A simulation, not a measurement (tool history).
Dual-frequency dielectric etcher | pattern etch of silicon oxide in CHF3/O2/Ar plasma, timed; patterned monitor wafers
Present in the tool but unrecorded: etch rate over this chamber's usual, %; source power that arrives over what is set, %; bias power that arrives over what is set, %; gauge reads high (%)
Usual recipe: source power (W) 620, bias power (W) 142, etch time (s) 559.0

run,hour,source power (W),bias power (W),etch time (s),wafers since the last listed run,hours since the last wet clean,hours since the last source power generator calibration,hours since the last bias power generator calibration,hours since the last upper electrode change,hours since the gauge calibration,"read-back reference wafer on the same gauge, depth_nm",mean etch depth across the wafer (Å)
1,0.0,620,142,660.0,0,390.2,1765.8,1246.6,5027.5,648.6,818.1,11298
2,15.4,620,142,660.0,38,405.6,1781.2,1262.0,5042.9,664.0,819.2,11217
3,34.1,620,142,600.0,46,424.3,1799.9,1280.7,5061.6,682.7,818.2,10057
# hour 47.5: gauge calibrated
4,69.5,620,142,559.0,88,459.7,1835.3,1316.1,5097.0,22.0,817.9,9654
5,97.1,530,142,559.0,69,487.3,1862.9,1343.7,5124.6,49.6,816.1,8947
# hour 101.9: source power generator calibrated
6,125.3,530,142,559.0,60,515.5,23.4,1371.9,5152.8,77.8,814.9,9116
7,150.2,620,142,490.5,62,540.4,48.3,1396.8,5177.7,102.7,816.3,8421
8,170.6,620,142,490.5,51,560.8,68.7,1417.2,5198.1,123.1,817.6,8483
9,199.7,620,142,559.0,72,589.9,97.8,1446.3,5227.2,152.2,817.4,9645
# hour 214.6: bias power generator calibrated
# hour 249.9: wet clean of the chamber
10,250.4,520,173,425.5,56,0.5,148.5,35.8,5277.9,202.9,817.8,6973
11,250.9,770,130,624.0,1,1.0,149.0,36.3,5278.4,203.4,815.5,10892
12,275.2,530,172,559.0,60,25.3,173.3,60.6,5302.7,227.7,816.7,9137
13,302.1,620,142,559.0,67,52.2,200.2,87.5,5329.6,254.6,819.7,9235
14,316.8,480,175,506.5,36,66.9,214.9,102.2,5344.3,269.3,816.4,8001
# hour 348.0: upper electrode replaced
15,348.5,620,142,559.0,19,98.6,246.6,133.9,0.5,301.0,814.6,9297
16,370.7,570,107,609.0,55,120.8,268.8,156.1,22.7,323.2,818.4,8883
17,386.8,620,142,559.0,40,136.9,284.9,172.2,38.8,339.3,819.2,9229
18,408.0,620,128,662.0,53,158.1,306.1,193.4,60.0,360.5,817.4,10648
19,442.3,760,128,469.0,85,192.4,340.4,227.7,94.3,394.8,817.6,8252
20,473.5,620,142,508.5,78,223.6,371.6,258.9,125.5,426.0,818.1,8548
21,487.3,620,119,559.0,34,237.4,385.4,272.7,139.3,439.8,817.8,8802
22,499.9,620,142,508.5,31,250.0,398.0,285.3,151.9,452.4,820.6,8467
23,524.4,740,160,634.0,61,274.5,422.5,309.8,176.4,476.9,815.0,12018
24,552.0,550,142,487.5,69,302.1,450.1,337.4,204.0,504.5,816.3,7745
25,587.9,620,163,625.5,89,338.0,486.0,373.3,239.9,540.4,813.4,11162
26,621.1,550,111,475.5,83,371.2,519.2,406.5,273.1,573.6,815.6,7125
27,647.5,620,152,512.0,66,397.6,545.6,432.9,299.5,600.0,817.5,8900
28,674.3,620,142,716.0,67,424.4,572.4,459.7,326.3,626.8,816.7,12195
# hour 679.0: gauge calibrated
29,709.3,620,142,559.0,87,459.4,607.4,494.7,361.3,30.3,818.5,9683
30,731.6,620,159,559.0,55,481.7,629.7,517.0,383.6,52.6,818.2,9930

What if the next run were any one of these 4? Each begins from the tool's condition after run 30:
A,732.2,620,142,559.0,1,482.3,630.3,517.6,384.2,53.2,?,?
B,732.2,770,157,726.0,1,482.3,630.3,517.6,384.2,53.2,?,?
C,732.2,550,116,559.0,1,482.3,630.3,517.6,384.2,53.2,?,?
D,732.2,690,123,559.0,1,482.3,630.3,517.6,384.2,53.2,?,?

run,"read-back reference wafer on the same gauge, depth_nm",mean etch depth across the wafer (Å)
A,817.7,9731
B,817.7,14297
C,817.7,8670
D,817.7,9731
Stripped of hidden state, with their random variation kept, the same runs would have yielded:
run,mean etch depth across the wafer (Å)
A,9314
B,13685
C,8299
D,9314
